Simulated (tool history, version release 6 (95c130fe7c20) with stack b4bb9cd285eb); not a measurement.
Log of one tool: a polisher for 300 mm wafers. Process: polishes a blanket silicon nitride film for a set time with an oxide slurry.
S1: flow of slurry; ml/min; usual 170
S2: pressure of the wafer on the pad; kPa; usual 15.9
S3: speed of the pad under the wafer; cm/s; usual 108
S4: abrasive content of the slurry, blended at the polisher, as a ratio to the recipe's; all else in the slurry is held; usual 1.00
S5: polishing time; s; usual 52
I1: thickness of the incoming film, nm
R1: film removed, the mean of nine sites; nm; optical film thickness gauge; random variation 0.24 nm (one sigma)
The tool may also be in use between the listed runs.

run	hour	S1	S2	S3	S4	S5	I1	R1
1	0.0	170	15.9	108	1.00	52	321.9	23.8
2	76.0	170	15.9	108	1.00	52	316.7	23.8
3	152.1	170	15.9	108	1.00	52	318.0	23.4
# hour 204.8: slurry blender recalibrated
4	251.4	170	15.9	108	1.00	41	321.2	17.9
# hour 266.8: head pressure recalibrated
# hour 325.9: worn pad replaced by a new one
# hour 336.9: conditioning disc replaced and pad reconditioned
5	337.4	170	15.9	108	1.00	41	315.6	18.4
# hour 375.5: slurry nozzle cleaned
6	404.7	170	15.9	108	1.00	41	322.0	19.6
7	465.3	170	15.9	108	1.00	52	317.6	23.8
8	568.6	170	15.9	108	1.00	52	322.3	23.4
9	612.4	140	15.9	108	1.00	47	322.8	20.4
# hour 723.6: slurry blender recalibrated
# hour 809.3: slurry nozzle cleaned
# hour 824.6: conditioning disc replaced and pad reconditioned
# hour 862.0: worn pad replaced by a new one
10	900.5	170	13.8	126	1.00	44	319.9	20.9
# hour 905.4: head pressure recalibrated
11	993.5	130	15.9	108	1.00	52	320.9	23.0
12	1096.0	140	15.9	90	0.75	45	323.8	15.8
13	1163.6	170	12.4	108	1.00	52	323.0	20.4
# hour 1215.4: slurry blender recalibrated
14	1251.3	170	15.9	108	1.00	52	318.8	23.0
# hour 1266.8: slurry nozzle cleaned
# hour 1305.8: worn pad replaced by a new one
# hour 1327.0: conditioning disc replaced and pad reconditioned
15	1338.6	190	15.9	92	1.00	58	324.3	25.7
16	1386.9	170	15.9	108	1.00	52	316.8	23.9
17	1477.6	170	15.9	78	1.00	52	319.8	19.5
# hour 1564.0: head pressure recalibrated
18	1564.5	170	15.9	108	1.00	52	325.5	22.9
19	1627.6	170	15.9	108	1.00	63	315.7	27.2
20	1695.3	170	18.6	80	0.80	52	323.3	19.5
# hour 1752.0: slurry blender recalibrated
# hour 1767.4: worn pad replaced by a new one
21	1790.4	170	15.9	108	1.00	56	314.6	24.0
# hour 1795.0: slurry nozzle cleaned
# hour 1816.4: conditioning disc replaced and pad reconditioned
22	1844.2	170	11.7	108	0.80	52	317.9	19.4
23	1885.7	170	15.9	108	1.00	41	314.1	19.0
24	1942.4	170	21.4	130	0.85	41	321.4	24.5
25	1980.1	170	19.3	90	1.00	64	322.7	29.7

4 ways to go on from here, each from the tool as it stands after run 25. What would each give?
A	1980.5	170	15.9	108	0.75	52	319.8	?
B	1980.5	150	15.9	108	1.00	34	319.8	?
C	1980.5	170	15.9	136	1.00	52	319.8	?
D	1980.5	130	15.9	144	1.00	52	319.8	?

run	R1
A	21.8
B	15.2
C	27.6
D	26.8
Without the tool's hidden state the same runs would have given:
run	R1
A	23.5
B	16.5
C	29.7
D	29.4
